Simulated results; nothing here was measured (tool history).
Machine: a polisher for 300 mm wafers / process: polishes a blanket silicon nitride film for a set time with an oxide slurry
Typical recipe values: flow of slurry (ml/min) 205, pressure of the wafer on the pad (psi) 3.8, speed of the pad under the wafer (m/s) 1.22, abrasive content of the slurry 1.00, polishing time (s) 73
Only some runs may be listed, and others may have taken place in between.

| run | day | flow of slurry (ml/min) | pressure of the wafer on the pad (psi) | speed of the pad under the wafer (m/s) | abrasive content of the slurry | polishing time (s) | incoming thickness of the incoming film, nm | film removed (Å) |
|---|---|---|---|---|---|---|---|---|
| 1 | 0.000 | 205 | 3.8 | 1.22 | 1.00 | 73 | 375.6 | 597 |
| 2 | 2.375 | 205 | 3.8 | 1.22 | 1.00 | 73 | 375.7 | 612 |
| 3 | 4.929 | 205 | 3.8 | 1.22 | 1.00 | 73 | 380.4 | 615 |
| 4 | 6.933 | 205 | 3.8 | 1.22 | 1.00 | 73 | 381.7 | 592 |
|  | 8.146 | worn pad replaced by a new one |
|  | 9.158 | conditioning disc replaced and pad reconditioned |
| 5 | 11.250 | 205 | 3.8 | 1.22 | 1.00 | 73 | 387.0 | 590 |
|  | 11.379 | slurry blender recalibrated |
| 6 | 13.396 | 205 | 3.8 | 1.22 | 1.00 | 73 | 384.1 | 590 |
| 7 | 15.533 | 205 | 3.8 | 1.22 | 1.00 | 73 | 380.8 | 589 |
| 8 | 17.329 | 205 | 3.8 | 1.22 | 1.05 | 73 | 378.6 | 581 |
|  | 17.975 | worn pad replaced by a new one, of another model than before |
|  | 18.421 | head pressure recalibrated |
| 9 | 19.096 | 205 | 3.8 | 1.22 | 1.05 | 73 | 381.4 | 558 |
|  | 20.367 | conditioning disc replaced and pad reconditioned |
|  | 20.800 | slurry blender recalibrated |
| 10 | 21.654 | 205 | 3.8 | 1.22 | 1.00 | 73 | 379.2 | 534 |
| 11 | 24.525 | 150 | 3.8 | 1.38 | 1.10 | 73 | 383.6 | 441 |
| 12 | 26.375 | 235 | 3.8 | 1.42 | 0.80 | 73 | 380.5 | 551 |
|  | 28.583 | worn pad replaced by a new one |
| 13 | 28.604 | 270 | 2.6 | 0.88 | 1.00 | 81 | 379.9 | 417 |
|  | 30.212 | conditioning disc replaced and pad reconditioned |
|  | 30.825 | slurry blender recalibrated |
| 14 | 30.942 | 265 | 3.8 | 1.22 | 1.00 | 73 | 372.5 | 523 |
|  | 31.029 | slurry nozzle cleaned |
| 15 | 32.600 | 205 | 3.8 | 1.22 | 1.00 | 73 | 380.8 | 623 |
| 16 | 36.950 | 205 | 5.0 | 1.08 | 1.00 | 73 | 378.4 | 645 |
|  | 38.150 | worn pad replaced by a new one |
| 17 | 40.342 | 270 | 4.5 | 1.56 | 1.00 | 73 | 386.9 | 813 |
|  | 41.408 | conditioning disc replaced and pad reconditioned |
| 18 | 42.712 | 205 | 3.8 | 1.22 | 1.25 | 73 | 377.7 | 636 |
|  | 43.233 | slurry blender recalibrated |
| 19 | 45.879 | 230 | 5.0 | 1.22 | 0.75 | 63 | 386.4 | 566 |
|  | 47.362 | worn pad replaced by a new one |
| 20 | 48.279 | 260 | 4.9 | 1.00 | 0.85 | 73 | 384.5 | 604 |
| 21 | 49.917 | 205 | 3.8 | 1.22 | 1.00 | 73 | 385.6 | 565 |

Forecast each of these 5 alternatives for the next run:
| A | 49.933 | 205 | 3.8 | 0.92 | 1.00 | 73 | 379.6 | ? |
| B | 49.933 | 205 | 2.5 | 1.22 | 1.00 | 93 | 379.6 | ? |
| C | 49.933 | 205 | 5.0 | 1.36 | 1.00 | 73 | 379.6 | ? |
| D | 49.933 | 205 | 4.7 | 1.54 | 1.20 | 58 | 379.6 | ? |
| E | 49.933 | 135 | 5.0 | 1.22 | 1.00 | 60 | 379.6 | ? |

| run | film removed (Å) |
|---|---|
| A | 485 |
| B | 595 |
| C | 719 |
| D | 627 |
| E | 419 |
What these runs would have given with no unlogged condition in the tool:
| run | film removed (Å) |
|---|---|
| A | 522 |
| B | 641 |
| C | 774 |
| D | 675 |
| E | 494 |

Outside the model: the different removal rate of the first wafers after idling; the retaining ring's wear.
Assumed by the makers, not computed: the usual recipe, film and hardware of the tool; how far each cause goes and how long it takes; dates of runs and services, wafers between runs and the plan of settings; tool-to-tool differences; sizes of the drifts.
